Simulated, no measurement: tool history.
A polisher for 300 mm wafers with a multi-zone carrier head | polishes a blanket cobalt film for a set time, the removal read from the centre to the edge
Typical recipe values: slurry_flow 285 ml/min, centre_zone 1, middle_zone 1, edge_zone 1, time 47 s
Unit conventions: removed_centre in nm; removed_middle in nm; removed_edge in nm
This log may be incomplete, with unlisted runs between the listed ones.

run   hour  slurry_flow  centre_zone  middle_zone  edge_zone  time  wafers since the last listed run  wafers polished on this pad  hours since the slurry nozzle was cleaned  hours since the centre zone pressure was calibrated  hours since the edge zone pressure was calibrated  hours since the carrier head's membrane was replaced  incoming thickness of the incoming film, nm  removed_centre  removed_middle  removed_edge
  1      0          285            1            1          1    47                                 0                         1224                                        486                                                851.4                                             1008.3                                                 472.8                                       1415.9           196.9           196.2         193.4
  2   33.4          285            1            1          1    47                               205                         1429                                      519.4                                                884.8                                             1041.7                                                 506.2                                       1416.7           190.1           191.4         188.5
      40.8  -- worn pad replaced by a new one
  3   50.1          285            1            1       1.05    47                                78                           57                                      536.1                                                901.5                                             1058.4                                                 522.9                                       1400.9           204.3           204.3         209.4
  4   69.2          285            1            1       1.05    47                               117                          174                                      555.2                                                920.6                                             1077.5                                                   542                                       1432.1           203.8           206.4           210
  5  103.6          285            1            1          1    47                               211                          385                                      589.6                                                  955                                             1111.9                                                 576.4                                       1394.4           200.7           203.6         202.2
  6  117.7          285            1            1          1    47                                86                          472                                      603.7                                                969.1                                               1126                                                 590.5                                       1414.3           209.3           201.9         201.2
  7  153.2          285            1            1          1    47                               218                          690                                      639.2                                               1004.6                                             1161.5                                                   626                                       1408.8           204.9           202.1         199.9
  8  166.5          285            1            1          1    47                                81                          772                                      652.5                                               1017.9                                             1174.8                                                 639.3                                       1423.8           206.3             199         194.1
     171.9  -- edge zone pressure recalibrated
  9  180.7          285            1            1       0.95    47                                74                          847                                      666.7                                               1032.1                                                8.8                                                 653.5                                       1431.7           197.9           199.5         195.5
     183.4  -- centre zone pressure recalibrated
     195.1  -- carrier head's membrane replaced by a new one
 10    204          285            1          1.1          1    47                               100                          947                                        690                                                 20.6                                               32.1                                                   8.9                                       1428.6           192.1           210.9         197.9

Run 11 is up next; what results do you expect?
     215.6  -- slurry nozzle cleaned
 11  224.3          360            1         1.06       1.11    63                               118                         1066                                        8.7                                                 40.9                                               52.4                                                  29.2                                       1427.9               ?               ?             ?

Run 11 measured removed_centre 270.9 nm, removed_middle 278.8 nm, removed_edge 274.2 nm.
On a tool with no hidden condition, and with the same random variation, this run would have come out at removed_centre 287.9 nm, removed_middle 296.2 nm, removed_edge 291.3 nm.
